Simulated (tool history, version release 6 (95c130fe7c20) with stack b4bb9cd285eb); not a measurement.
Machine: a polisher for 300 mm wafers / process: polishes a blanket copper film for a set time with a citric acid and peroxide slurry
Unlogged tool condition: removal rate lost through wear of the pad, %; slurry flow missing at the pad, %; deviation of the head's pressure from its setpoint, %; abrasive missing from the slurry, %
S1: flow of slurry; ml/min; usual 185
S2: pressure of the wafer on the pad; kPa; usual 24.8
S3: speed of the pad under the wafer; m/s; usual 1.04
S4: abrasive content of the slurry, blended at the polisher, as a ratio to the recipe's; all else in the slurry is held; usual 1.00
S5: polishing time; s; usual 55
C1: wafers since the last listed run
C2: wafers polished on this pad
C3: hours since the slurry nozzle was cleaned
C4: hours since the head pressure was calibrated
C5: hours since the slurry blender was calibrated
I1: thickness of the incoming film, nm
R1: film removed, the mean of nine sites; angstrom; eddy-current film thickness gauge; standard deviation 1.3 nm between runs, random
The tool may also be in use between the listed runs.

run,hour,S1,S2,S3,S4,S5,C1,C2,C3,C4,C5,I1,R1
1,0.0,185,24.8,1.04,1.00,55,0,350,200.4,212.9,117.9,1114.7,1239
2,15.5,185,24.8,1.04,1.00,55,183,533,215.9,228.4,133.4,1098.0,1238
3,44.5,185,24.8,1.04,1.00,55,342,875,244.9,257.4,162.4,1109.5,1240
4,70.3,185,24.8,1.04,1.00,55,304,1180,270.7,283.2,188.2,1122.9,1247
5,93.8,185,24.8,1.04,1.00,55,277,1458,294.2,306.7,211.7,1105.0,1235
6,116.0,185,24.8,1.04,1.20,55,262,1720,316.4,328.9,233.9,1097.0,1224
# hour 144.6: worn pad replaced by a new one
7,150.7,185,24.8,1.04,1.15,55,362,72,351.1,363.6,268.6,1106.4,1206
# hour 163.6: slurry nozzle cleaned
8,212.6,185,24.8,1.04,1.15,55,719,791,49.0,425.5,330.5,1109.9,1194
# hour 221.2: slurry blender recalibrated
# hour 281.8: head pressure recalibrated
# hour 286.9: worn pad replaced by a new one
9,310.9,185,24.8,1.04,1.15,55,1066,282,147.3,29.1,89.7,1103.9,1259
10,338.3,185,24.8,1.04,1.00,48,323,606,174.7,56.5,117.1,1128.7,1068
11,363.5,185,24.8,1.04,1.00,48,297,904,199.9,81.7,142.3,1103.6,1073
12,377.0,185,24.8,1.04,1.25,55,159,1063,213.4,95.2,155.8,1122.4,1293
13,401.6,185,24.8,1.04,1.25,55,290,1354,238.0,119.8,180.4,1146.0,1290
14,420.2,185,24.8,1.04,1.00,55,219,1574,256.6,138.4,199.0,1129.6,1236
# hour 436.0: worn pad replaced by a new one
15,438.8,185,24.8,1.04,1.00,55,172,32,275.2,157.0,217.6,1112.6,1222
16,451.2,185,24.8,1.36,1.30,55,146,179,287.6,169.4,230.0,1131.3,1609
17,466.1,165,32.4,1.04,1.00,50,176,355,302.5,184.3,244.9,1126.7,1398
18,488.4,150,30.3,1.04,1.00,55,263,618,324.8,206.6,267.2,1135.8,1409
# hour 493.4: slurry nozzle cleaned
19,501.8,185,28.3,0.74,1.00,55,146,765,8.4,220.0,280.6,1122.6,1058

Predict the results of run 20:
20,535.3,185,24.8,1.04,1.00,55,395,1161,41.9,253.5,314.1,1115.0,?

R1: 1187 angstrom
Had the tool carried no hidden state, the very same run would have given R1 1261 angstrom.

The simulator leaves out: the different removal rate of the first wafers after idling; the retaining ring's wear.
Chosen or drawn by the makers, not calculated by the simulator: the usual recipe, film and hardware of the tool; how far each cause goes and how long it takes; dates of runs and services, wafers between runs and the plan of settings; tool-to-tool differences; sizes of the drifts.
